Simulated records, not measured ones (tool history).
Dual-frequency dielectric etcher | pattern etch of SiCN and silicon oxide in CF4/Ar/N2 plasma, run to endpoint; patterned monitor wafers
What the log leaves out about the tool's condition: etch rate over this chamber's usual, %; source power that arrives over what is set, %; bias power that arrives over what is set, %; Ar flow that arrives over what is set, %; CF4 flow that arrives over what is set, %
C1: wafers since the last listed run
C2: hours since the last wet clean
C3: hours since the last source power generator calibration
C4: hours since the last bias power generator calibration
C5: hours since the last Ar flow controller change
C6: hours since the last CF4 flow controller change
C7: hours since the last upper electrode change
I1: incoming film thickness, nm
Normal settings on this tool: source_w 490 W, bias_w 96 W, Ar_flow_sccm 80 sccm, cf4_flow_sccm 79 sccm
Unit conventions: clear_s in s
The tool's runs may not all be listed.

run 1 hour=0.0 | source_w=420 bias_w=77 Ar_flow_sccm=86 cf4_flow_sccm=60 | C1=0 C2=0.5 C3=323.6 C4=330.9 C5=158.5 C6=402.5 C7=4110.4 | I1=16.45 | clear_s=21.1
run 2 hour=46.4 | source_w=490 bias_w=96 Ar_flow_sccm=91 cf4_flow_sccm=79 | C1=470 C2=46.9 C3=370.0 C4=377.3 C5=204.9 C6=448.9 C7=4156.8 | I1=16.25 | clear_s=16.2
run 3 hour=102.2 | source_w=490 bias_w=96 Ar_flow_sccm=80 cf4_flow_sccm=79 | C1=566 C2=102.7 C3=425.8 C4=433.1 C5=260.7 C6=504.7 C7=4212.6 | I1=16.29 | clear_s=16.0
run 4 hour=144.9 | source_w=490 bias_w=89 Ar_flow_sccm=80 cf4_flow_sccm=79 | C1=433 C2=145.4 C3=468.5 C4=475.8 C5=303.4 C6=547.4 C7=4255.3 | I1=16.12 | clear_s=16.2
-- hour=212.6 upper electrode replaced, of another model than before
run 5 hour=213.1 | source_w=490 bias_w=96 Ar_flow_sccm=80 cf4_flow_sccm=66 | C1=448 C2=213.6 C3=536.7 C4=544.0 C5=371.6 C6=615.6 C7=0.5 | I1=16.15 | clear_s=16.2
run 6 hour=221.8 | source_w=490 bias_w=109 Ar_flow_sccm=80 cf4_flow_sccm=79 | C1=88 C2=222.3 C3=545.4 C4=552.7 C5=380.3 C6=624.3 C7=9.2 | I1=16.23 | clear_s=15.0
run 7 hour=253.6 | source_w=430 bias_w=90 Ar_flow_sccm=66 cf4_flow_sccm=86 | C1=322 C2=254.1 C3=577.2 C4=584.5 C5=412.1 C6=656.1 C7=41.0 | I1=16.18 | clear_s=17.7
run 8 hour=281.9 | source_w=530 bias_w=102 Ar_flow_sccm=60 cf4_flow_sccm=61 | C1=287 C2=282.4 C3=605.5 C4=612.8 C5=440.4 C6=684.4 C7=69.3 | I1=16.21 | clear_s=15.1
run 9 hour=353.5 | source_w=490 bias_w=96 Ar_flow_sccm=80 cf4_flow_sccm=79 | C1=726 C2=354.0 C3=677.1 C4=684.4 C5=512.0 C6=756.0 C7=140.9 | I1=16.26 | clear_s=16.3
run 10 hour=387.5 | source_w=490 bias_w=116 Ar_flow_sccm=80 cf4_flow_sccm=98 | C1=344 C2=388.0 C3=711.1 C4=718.4 C5=546.0 C6=790.0 C7=174.9 | I1=16.27 | clear_s=14.6
run 11 hour=446.6 | source_w=490 bias_w=96 Ar_flow_sccm=98 cf4_flow_sccm=74 | C1=599 C2=447.1 C3=770.2 C4=777.5 C5=605.1 C6=849.1 C7=234.0 | I1=16.05 | clear_s=16.9
run 12 hour=494.3 | source_w=490 bias_w=96 Ar_flow_sccm=80 cf4_flow_sccm=79 | C1=483 C2=494.8 C3=817.9 C4=825.2 C5=652.8 C6=896.8 C7=281.7 | I1=16.26 | clear_s=16.7
run 13 hour=549.3 | source_w=610 bias_w=105 Ar_flow_sccm=80 cf4_flow_sccm=71 | C1=557 C2=549.8 C3=872.9 C4=880.2 C5=707.8 C6=951.8 C7=336.7 | I1=16.25 | clear_s=14.1
run 14 hour=576.8 | source_w=490 bias_w=104 Ar_flow_sccm=80 cf4_flow_sccm=79 | C1=278 C2=577.3 C3=900.4 C4=907.7 C5=735.3 C6=979.3 C7=364.2 | I1=16.29 | clear_s=16.0
-- hour=611.3 wet clean of the chamber
run 15 hour=646.4 | source_w=590 bias_w=84 Ar_flow_sccm=65 cf4_flow_sccm=79 | C1=462 C2=35.1 C3=970.0 C4=977.3 C5=804.9 C6=1048.9 C7=433.8 | I1=16.12 | clear_s=14.9
run 16 hour=705.0 | source_w=490 bias_w=96 Ar_flow_sccm=80 cf4_flow_sccm=79 | C1=594 C2=93.7 C3=1028.6 C4=1035.9 C5=863.5 C6=1107.5 C7=492.4 | I1=16.20 | clear_s=15.9
run 17 hour=769.9 | source_w=370 bias_w=82 Ar_flow_sccm=61 cf4_flow_sccm=89 | C1=658 C2=158.6 C3=1093.5 C4=1100.8 C5=928.4 C6=1172.4 C7=557.3 | I1=16.01 | clear_s=19.5
run 18 hour=813.1 | source_w=590 bias_w=96 Ar_flow_sccm=80 cf4_flow_sccm=79 | C1=438 C2=201.8 C3=1136.7 C4=1144.0 C5=971.6 C6=1215.6 C7=600.5 | I1=16.28 | clear_s=14.6
run 19 hour=882.2 | source_w=490 bias_w=87 Ar_flow_sccm=80 cf4_flow_sccm=68 | C1=700 C2=270.9 C3=1205.8 C4=1213.1 C5=1040.7 C6=1284.7 C7=669.6 | I1=16.11 | clear_s=17.3
run 20 hour=936.1 | source_w=590 bias_w=96 Ar_flow_sccm=80 cf4_flow_sccm=85 | C1=546 C2=324.8 C3=1259.7 C4=1267.0 C5=1094.6 C6=1338.6 C7=723.5 | I1=16.18 | clear_s=14.5
run 21 hour=988.4 | source_w=490 bias_w=118 Ar_flow_sccm=61 cf4_flow_sccm=87 | C1=530 C2=377.1 C3=1312.0 C4=1319.3 C5=1146.9 C6=1390.9 C7=775.8 | I1=16.34 | clear_s=14.5
run 22 hour=1029.3 | source_w=570 bias_w=118 Ar_flow_sccm=80 cf4_flow_sccm=87 | C1=414 C2=418.0 C3=1352.9 C4=1360.2 C5=1187.8 C6=1431.8 C7=816.7 | I1=16.19 | clear_s=13.2
-- hour=1091.5 wet clean of the chamber
run 23 hour=1092.0 | source_w=530 bias_w=96 Ar_flow_sccm=80 cf4_flow_sccm=79 | C1=392 C2=0.5 C3=1415.6 C4=1422.9 C5=1250.5 C6=1494.5 C7=879.4 | I1=16.16 | clear_s=15.0

Forecast each of these 5 alternatives for the next run:
run A hour=1092.4 | source_w=490 bias_w=96 Ar_flow_sccm=80 cf4_flow_sccm=79 | C1=4 C2=0.9 C3=1416.0 C4=1423.3 C5=1250.9 C6=1494.9 C7=879.8 | I1=16.19 | clear_s=?
run B hour=1092.4 | source_w=430 bias_w=96 Ar_flow_sccm=69 cf4_flow_sccm=66 | C1=4 C2=0.9 C3=1416.0 C4=1423.3 C5=1250.9 C6=1494.9 C7=879.8 | I1=16.19 | clear_s=?
run C hour=1092.4 | source_w=490 bias_w=107 Ar_flow_sccm=80 cf4_flow_sccm=79 | C1=4 C2=0.9 C3=1416.0 C4=1423.3 C5=1250.9 C6=1494.9 C7=879.8 | I1=16.19 | clear_s=?
run D hour=1092.4 | source_w=560 bias_w=96 Ar_flow_sccm=88 cf4_flow_sccm=67 | C1=4 C2=0.9 C3=1416.0 C4=1423.3 C5=1250.9 C6=1494.9 C7=879.8 | I1=16.19 | clear_s=?
run E hour=1092.4 | source_w=490 bias_w=96 Ar_flow_sccm=96 cf4_flow_sccm=64 | C1=4 C2=0.9 C3=1416.0 C4=1423.3 C5=1250.9 C6=1494.9 C7=879.8 | I1=16.19 | clear_s=?

run=A clear_s=15.9
run=B clear_s=17.2
run=C clear_s=15.0
run=D clear_s=15.0
run=E clear_s=16.4
Without the tool's hidden state the same runs would have given:
run=A clear_s=15.8
run=B clear_s=17.2
run=C clear_s=14.9
run=D clear_s=14.9
run=E clear_s=16.4
